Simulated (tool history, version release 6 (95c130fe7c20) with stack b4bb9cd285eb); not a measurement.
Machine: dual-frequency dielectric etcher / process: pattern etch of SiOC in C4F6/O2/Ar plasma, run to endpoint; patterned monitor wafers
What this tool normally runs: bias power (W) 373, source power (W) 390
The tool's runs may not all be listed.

| run | hour | bias power (W) | source power (W) | incoming incoming film thickness, nm | endpoint time (s) |
|---|---|---|---|---|---|
| 1 | 0.0 | 373 | 390 | 43.31 | 15.0 |
|  | 106.4 | wet clean of the chamber |
| 2 | 106.9 | 373 | 390 | 43.20 | 15.6 |
| 3 | 195.4 | 373 | 390 | 42.80 | 15.4 |
| 4 | 267.6 | 373 | 390 | 43.39 | 15.6 |
| 5 | 342.0 | 373 | 390 | 43.34 | 15.4 |
| 6 | 444.6 | 373 | 390 | 43.58 | 15.3 |
| 7 | 491.3 | 422 | 390 | 43.37 | 14.1 |
|  | 577.5 | bias power generator calibrated |
|  | 580.2 | source power generator calibrated |
|  | 586.6 | wet clean of the chamber |
|  | 613.4 | upper electrode replaced |
| 8 | 613.9 | 422 | 390 | 43.31 | 14.7 |
| 9 | 667.9 | 422 | 390 | 43.33 | 14.6 |
| 10 | 720.1 | 373 | 390 | 43.26 | 15.6 |
| 11 | 823.6 | 312 | 390 | 43.76 | 17.4 |
| 12 | 899.1 | 411 | 470 | 43.08 | 13.2 |
| 13 | 992.7 | 320 | 350 | 43.71 | 17.7 |
|  | 1028.2 | wet clean of the chamber |
| 14 | 1085.8 | 441 | 320 | 43.34 | 15.5 |
| 15 | 1133.9 | 373 | 350 | 43.49 | 16.3 |
| 16 | 1190.4 | 432 | 470 | 43.17 | 13.3 |
| 17 | 1234.5 | 303 | 320 | 43.55 | 19.5 |
| 18 | 1281.6 | 345 | 440 | 43.27 | 15.4 |
| 19 | 1328.0 | 373 | 390 | 43.77 | 15.7 |
| 20 | 1408.5 | 373 | 390 | 43.18 | 15.4 |
| 21 | 1507.7 | 460 | 450 | 43.26 | 12.9 |
|  | 1587.7 | wet clean of the chamber |
| 22 | 1588.2 | 460 | 460 | 42.85 | 12.8 |

Consider 5 possible next runs. They are alternatives, not a sequence: every one starts from the tool as it was left by run 22. What does each give?
| A | 1588.6 | 373 | 390 | 43.32 | ? |
| B | 1588.6 | 329 | 390 | 43.32 | ? |
| C | 1588.6 | 286 | 430 | 43.32 | ? |
| D | 1588.6 | 283 | 430 | 43.32 | ? |
| E | 1588.6 | 336 | 450 | 43.32 | ? |

| run | endpoint time (s) |
|---|---|
| A | 15.5 |
| B | 16.7 |
| C | 17.5 |
| D | 17.6 |
| E | 15.6 |
Stripped of hidden state, with their random variation kept, the same runs would have yielded:
| run | endpoint time (s) |
|---|---|
| A | 15.6 |
| B | 16.8 |
| C | 17.6 |
| D | 17.8 |
| E | 15.7 |

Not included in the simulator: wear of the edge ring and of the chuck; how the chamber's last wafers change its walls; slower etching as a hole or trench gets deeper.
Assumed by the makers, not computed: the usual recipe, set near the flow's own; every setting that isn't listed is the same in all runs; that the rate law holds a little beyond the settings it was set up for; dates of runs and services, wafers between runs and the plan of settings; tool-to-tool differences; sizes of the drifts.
